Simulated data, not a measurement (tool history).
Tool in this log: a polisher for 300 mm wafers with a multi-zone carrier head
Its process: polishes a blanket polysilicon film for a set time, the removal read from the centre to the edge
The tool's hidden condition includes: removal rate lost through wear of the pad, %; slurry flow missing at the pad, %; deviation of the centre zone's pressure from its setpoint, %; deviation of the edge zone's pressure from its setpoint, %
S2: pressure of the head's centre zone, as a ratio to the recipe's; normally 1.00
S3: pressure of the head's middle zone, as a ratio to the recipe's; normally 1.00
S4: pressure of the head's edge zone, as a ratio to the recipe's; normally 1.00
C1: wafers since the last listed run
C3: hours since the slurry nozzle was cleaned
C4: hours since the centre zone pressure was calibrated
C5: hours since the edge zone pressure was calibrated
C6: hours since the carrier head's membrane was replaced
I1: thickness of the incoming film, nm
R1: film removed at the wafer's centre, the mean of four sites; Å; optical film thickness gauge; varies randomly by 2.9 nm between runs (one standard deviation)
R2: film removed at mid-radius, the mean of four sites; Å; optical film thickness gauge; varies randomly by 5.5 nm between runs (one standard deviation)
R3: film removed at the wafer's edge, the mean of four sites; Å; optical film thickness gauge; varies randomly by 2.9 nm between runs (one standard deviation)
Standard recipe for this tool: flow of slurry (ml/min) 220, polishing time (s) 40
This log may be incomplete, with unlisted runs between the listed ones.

{"run": 1, "hour": 0.0, "flow of slurry (ml/min)": 180, "S2": 1.0, "S3": 1.0, "S4": 1.0, "polishing time (s)": 40, "C1": 0, "wafers polished on this pad": 3972, "C3": 415.2, "C4": 537.1, "C5": 946.6, "C6": 799.9, "I1": 1625.0, "R1": 3633, "R2": 3569, "R3": 3669}
{"hour": 23.0, "done": "worn pad replaced by a new one"}
{"hour": 33.8, "done": "centre zone pressure recalibrated"}
{"run": 2, "hour": 64.7, "flow of slurry (ml/min)": 180, "S2": 1.0, "S3": 1.0, "S4": 1.0, "polishing time (s)": 40, "C1": 789, "wafers polished on this pad": 534, "C3": 479.9, "C4": 30.9, "C5": 1011.3, "C6": 864.6, "I1": 1612.9, "R1": 3599, "R2": 3449, "R3": 3660}
{"run": 3, "hour": 94.4, "flow of slurry (ml/min)": 220, "S2": 1.0, "S3": 1.0, "S4": 1.0, "polishing time (s)": 31, "C1": 399, "wafers polished on this pad": 933, "C3": 509.6, "C4": 60.6, "C5": 1041.0, "C6": 894.3, "I1": 1598.1, "R1": 2833, "R2": 2842, "R3": 2881}
{"run": 4, "hour": 133.7, "flow of slurry (ml/min)": 220, "S2": 1.0, "S3": 1.0, "S4": 1.0, "polishing time (s)": 40, "C1": 528, "wafers polished on this pad": 1462, "C3": 548.9, "C4": 99.9, "C5": 1080.3, "C6": 933.6, "I1": 1595.5, "R1": 3649, "R2": 3589, "R3": 3702}
{"run": 5, "hour": 200.8, "flow of slurry (ml/min)": 220, "S2": 0.94, "S3": 1.0, "S4": 1.0, "polishing time (s)": 40, "C1": 902, "wafers polished on this pad": 2364, "C3": 616.0, "C4": 167.0, "C5": 1147.4, "C6": 1000.7, "I1": 1593.4, "R1": 3348, "R2": 3543, "R3": 3687}
{"run": 6, "hour": 226.4, "flow of slurry (ml/min)": 220, "S2": 1.0, "S3": 1.0, "S4": 1.0, "polishing time (s)": 40, "C1": 344, "wafers polished on this pad": 2708, "C3": 641.6, "C4": 192.6, "C5": 1173.0, "C6": 1026.3, "I1": 1618.7, "R1": 3560, "R2": 3536, "R3": 3695}
{"hour": 264.3, "done": "worn pad replaced by a new one"}
{"run": 7, "hour": 293.5, "flow of slurry (ml/min)": 220, "S2": 1.0, "S3": 1.0, "S4": 1.0, "polishing time (s)": 40, "C1": 848, "wafers polished on this pad": 392, "C3": 708.7, "C4": 259.7, "C5": 1240.1, "C6": 1093.4, "I1": 1626.1, "R1": 3469, "R2": 3543, "R3": 3586}
{"hour": 298.4, "done": "slurry nozzle cleaned"}
{"run": 8, "hour": 333.4, "flow of slurry (ml/min)": 220, "S2": 1.0, "S3": 1.05, "S4": 1.0, "polishing time (s)": 40, "C1": 523, "wafers polished on this pad": 916, "C3": 35.0, "C4": 299.6, "C5": 1280.0, "C6": 1133.3, "I1": 1593.3, "R1": 3845, "R2": 3857, "R3": 3862}
{"run": 9, "hour": 395.7, "flow of slurry (ml/min)": 220, "S2": 1.0, "S3": 1.0, "S4": 1.0, "polishing time (s)": 46, "C1": 837, "wafers polished on this pad": 1753, "C3": 97.3, "C4": 361.9, "C5": 1342.3, "C6": 1195.6, "I1": 1564.2, "R1": 4401, "R2": 4264, "R3": 4403}
{"run": 10, "hour": 436.6, "flow of slurry (ml/min)": 220, "S2": 1.11, "S3": 0.89, "S4": 1.12, "polishing time (s)": 40, "C1": 550, "wafers polished on this pad": 2303, "C3": 138.2, "C4": 402.8, "C5": 1383.2, "C6": 1236.5, "I1": 1609.9, "R1": 4201, "R2": 3452, "R3": 4049}
{"run": 11, "hour": 492.0, "flow of slurry (ml/min)": 220, "S2": 1.0, "S3": 1.0, "S4": 0.89, "polishing time (s)": 40, "C1": 745, "wafers polished on this pad": 3049, "C3": 193.6, "C4": 458.2, "C5": 1438.6, "C6": 1291.9, "I1": 1580.8, "R1": 3752, "R2": 3707, "R3": 3609}
{"hour": 497.2, "done": "carrier head's membrane replaced by a new one"}
{"hour": 511.8, "done": "centre zone pressure recalibrated"}
{"hour": 524.7, "done": "edge zone pressure recalibrated"}
{"run": 12, "hour": 563.6, "flow of slurry (ml/min)": 220, "S2": 1.0, "S3": 1.0, "S4": 0.95, "polishing time (s)": 48, "C1": 841, "wafers polished on this pad": 3890, "C3": 265.2, "C4": 51.8, "C5": 38.9, "C6": 66.4, "I1": 1566.7, "R1": 4570, "R2": 4425, "R3": 4384}
{"hour": 570.5, "done": "worn pad replaced by a new one"}
{"run": 13, "hour": 589.6, "flow of slurry (ml/min)": 220, "S2": 1.0, "S3": 1.05, "S4": 1.05, "polishing time (s)": 40, "C1": 295, "wafers polished on this pad": 257, "C3": 291.2, "C4": 77.8, "C5": 64.9, "C6": 92.4, "I1": 1602.3, "R1": 3750, "R2": 3832, "R3": 3899}
{"run": 14, "hour": 623.5, "flow of slurry (ml/min)": 265, "S2": 0.95, "S3": 1.0, "S4": 0.89, "polishing time (s)": 40, "C1": 455, "wafers polished on this pad": 713, "C3": 325.1, "C4": 111.7, "C5": 98.8, "C6": 126.3, "I1": 1607.1, "R1": 3645, "R2": 3814, "R3": 3652}
{"run": 15, "hour": 685.6, "flow of slurry (ml/min)": 220, "S2": 1.0, "S3": 1.12, "S4": 1.0, "polishing time (s)": 40, "C1": 835, "wafers polished on this pad": 1548, "C3": 387.2, "C4": 173.8, "C5": 160.9, "C6": 188.4, "I1": 1600.9, "R1": 3711, "R2": 4081, "R3": 3748}
{"run": 16, "hour": 816.5, "flow of slurry (ml/min)": 220, "S2": 1.0, "S3": 1.0, "S4": 1.0, "polishing time (s)": 40, "C1": 1760, "wafers polished on this pad": 3308, "C3": 518.1, "C4": 304.7, "C5": 291.8, "C6": 319.3, "I1": 1581.8, "R1": 3665, "R2": 3583, "R3": 3746}
{"hour": 870.6, "done": "worn pad replaced by a new one"}
{"run": 17, "hour": 871.1, "flow of slurry (ml/min)": 220, "S2": 1.0, "S3": 1.0, "S4": 1.0, "polishing time (s)": 40, "C1": 680, "wafers polished on this pad": 7, "C3": 572.7, "C4": 359.3, "C5": 346.4, "C6": 373.9, "I1": 1597.6, "R1": 3600, "R2": 3624, "R3": 3740}
{"run": 18, "hour": 900.1, "flow of slurry (ml/min)": 165, "S2": 0.9, "S3": 1.0, "S4": 1.07, "polishing time (s)": 49, "C1": 390, "wafers polished on this pad": 397, "C3": 601.7, "C4": 388.3, "C5": 375.4, "C6": 402.9, "I1": 1587.9, "R1": 3801, "R2": 4211, "R3": 4575}
{"run": 19, "hour": 964.1, "flow of slurry (ml/min)": 220, "S2": 1.0, "S3": 1.1, "S4": 1.05, "polishing time (s)": 40, "C1": 860, "wafers polished on this pad": 1257, "C3": 665.7, "C4": 452.3, "C5": 439.4, "C6": 466.9, "I1": 1606.8, "R1": 3599, "R2": 3912, "R3": 3717}
{"run": 20, "hour": 990.6, "flow of slurry (ml/min)": 220, "S2": 1.0, "S3": 0.89, "S4": 1.0, "polishing time (s)": 40, "C1": 356, "wafers polished on this pad": 1614, "C3": 692.2, "C4": 478.8, "C5": 465.9, "C6": 493.4, "I1": 1621.4, "R1": 3549, "R2": 3213, "R3": 3634}
{"hour": 1021.6, "done": "slurry nozzle cleaned"}
{"run": 21, "hour": 1059.6, "flow of slurry (ml/min)": 265, "S2": 1.0, "S3": 1.0, "S4": 1.0, "polishing time (s)": 33, "C1": 914, "wafers polished on this pad": 2528, "C3": 38.0, "C4": 547.8, "C5": 534.9, "C6": 562.4, "I1": 1624.8, "R1": 3179, "R2": 3175, "R3": 3170}
{"hour": 1108.8, "done": "worn pad replaced by a new one"}
{"hour": 1112.0, "done": "centre zone pressure recalibrated"}
{"run": 22, "hour": 1113.9, "flow of slurry (ml/min)": 220, "S2": 1.0, "S3": 1.0, "S4": 1.0, "polishing time (s)": 40, "C1": 649, "wafers polished on this pad": 41, "C3": 92.3, "C4": 1.9, "C5": 589.2, "C6": 616.7, "I1": 1631.1, "R1": 3756, "R2": 3787, "R3": 3796}
{"run": 23, "hour": 1176.7, "flow of slurry (ml/min)": 220, "S2": 0.89, "S3": 1.0, "S4": 1.0, "polishing time (s)": 40, "C1": 844, "wafers polished on this pad": 886, "C3": 155.1, "C4": 64.7, "C5": 652.0, "C6": 679.5, "I1": 1600.2, "R1": 3376, "R2": 3691, "R3": 3830}

3 ways to go on from here, each from the tool as it stands after run 23. What would each give?
{"run": "A", "hour": 1177.1, "flow of slurry (ml/min)": 220, "S2": 1.0, "S3": 1.0, "S4": 1.0, "polishing time (s)": 40, "C1": 5, "wafers polished on this pad": 891, "C3": 155.5, "C4": 65.1, "C5": 652.4, "C6": 679.9, "I1": 1586.7, "R1": "?", "R2": "?", "R3": "?"}
{"run": "B", "hour": 1177.1, "flow of slurry (ml/min)": 160, "S2": 1.0, "S3": 0.96, "S4": 1.0, "polishing time (s)": 40, "C1": 5, "wafers polished on this pad": 891, "C3": 155.5, "C4": 65.1, "C5": 652.4, "C6": 679.9, "I1": 1586.7, "R1": "?", "R2": "?", "R3": "?"}
{"run": "C", "hour": 1177.1, "flow of slurry (ml/min)": 165, "S2": 1.0, "S3": 1.0, "S4": 1.0, "polishing time (s)": 40, "C1": 5, "wafers polished on this pad": 891, "C3": 155.5, "C4": 65.1, "C5": 652.4, "C6": 679.9, "I1": 1586.7, "R1": "?", "R2": "?", "R3": "?"}

run=A R1=3768 R2=3856 R3=3807
run=B R1=3623 R2=3598 R3=3712
run=C R1=3638 R2=3737 R3=3720
Take away the tool's hidden state, keep each run's random variation, and the runs would have read:
run=A R1=3800 R2=3886 R3=3830
run=B R1=3662 R2=3633 R3=3739
run=C R1=3677 R2=3772 R3=3746
